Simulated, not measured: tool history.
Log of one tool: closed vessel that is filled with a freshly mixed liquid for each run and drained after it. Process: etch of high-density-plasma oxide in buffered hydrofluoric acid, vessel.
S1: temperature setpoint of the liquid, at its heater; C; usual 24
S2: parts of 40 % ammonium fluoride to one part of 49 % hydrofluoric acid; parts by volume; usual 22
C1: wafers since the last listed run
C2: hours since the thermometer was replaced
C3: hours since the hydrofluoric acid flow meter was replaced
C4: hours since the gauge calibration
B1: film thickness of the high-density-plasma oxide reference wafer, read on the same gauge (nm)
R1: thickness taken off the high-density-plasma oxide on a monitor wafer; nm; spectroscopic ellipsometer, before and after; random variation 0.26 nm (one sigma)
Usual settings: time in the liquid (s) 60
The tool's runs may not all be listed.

{"run": 1, "hour": 0.0, "S1": 24, "S2": 28, "time in the liquid (s)": 60, "C1": 0, "C2": 2208.5, "C3": 1922.6, "C4": 914.1, "B1": 83.15, "R1": 42.44}
{"run": 2, "hour": 90.4, "S1": 24, "S2": 28, "time in the liquid (s)": 60, "C1": 10704, "C2": 2298.9, "C3": 2013, "C4": 1004.5, "B1": 83.26, "R1": 42.45}
{"run": 3, "hour": 172.7, "S1": 24, "S2": 22, "time in the liquid (s)": 60, "C1": 9745, "C2": 2381.2, "C3": 2095.3, "C4": 1086.8, "B1": 83.34, "R1": 49.73}
{"run": 4, "hour": 332.3, "S1": 24, "S2": 22, "time in the liquid (s)": 60, "C1": 18898, "C2": 2540.8, "C3": 2254.9, "C4": 1246.4, "B1": 83.47, "R1": 50.29}
{"run": 5, "hour": 436.8, "S1": 24, "S2": 22, "time in the liquid (s)": 60, "C1": 12374, "C2": 2645.3, "C3": 2359.4, "C4": 1350.9, "B1": 83.54, "R1": 50.76}
{"run": 6, "hour": 497.9, "S1": 24, "S2": 22, "time in the liquid (s)": 60, "C1": 7235, "C2": 2706.4, "C3": 2420.5, "C4": 1412, "B1": 83.62, "R1": 50.19}
{"hour": 506.6, "done": "hydrofluoric acid flow meter replaced"}
{"run": 7, "hour": 558.0, "S1": 24, "S2": 22, "time in the liquid (s)": 60, "C1": 6998, "C2": 2766.5, "C3": 51.4, "C4": 1472.1, "B1": 83.66, "R1": 50.27}
{"hour": 624.4, "done": "thermometer replaced"}
{"run": 8, "hour": 855.7, "S1": 24, "S2": 22, "time in the liquid (s)": 60, "C1": 35133, "C2": 231.3, "C3": 349.1, "C4": 1769.8, "B1": 83.77, "R1": 50.5}

Run 9 comes next. What will it give?
{"hour": 928.6, "done": "gauge calibrated"}
{"run": 9, "hour": 939.8, "S1": 24, "S2": 22, "time in the liquid (s)": 60, "C1": 9958, "C2": 315.4, "C3": 433.2, "C4": 11.2, "B1": "?", "R1": "?"}

{"run 9": {"B1": 80.34, "R1": 48.45}}
Without the tool's hidden state the same run would have given R1 48.25 nm.
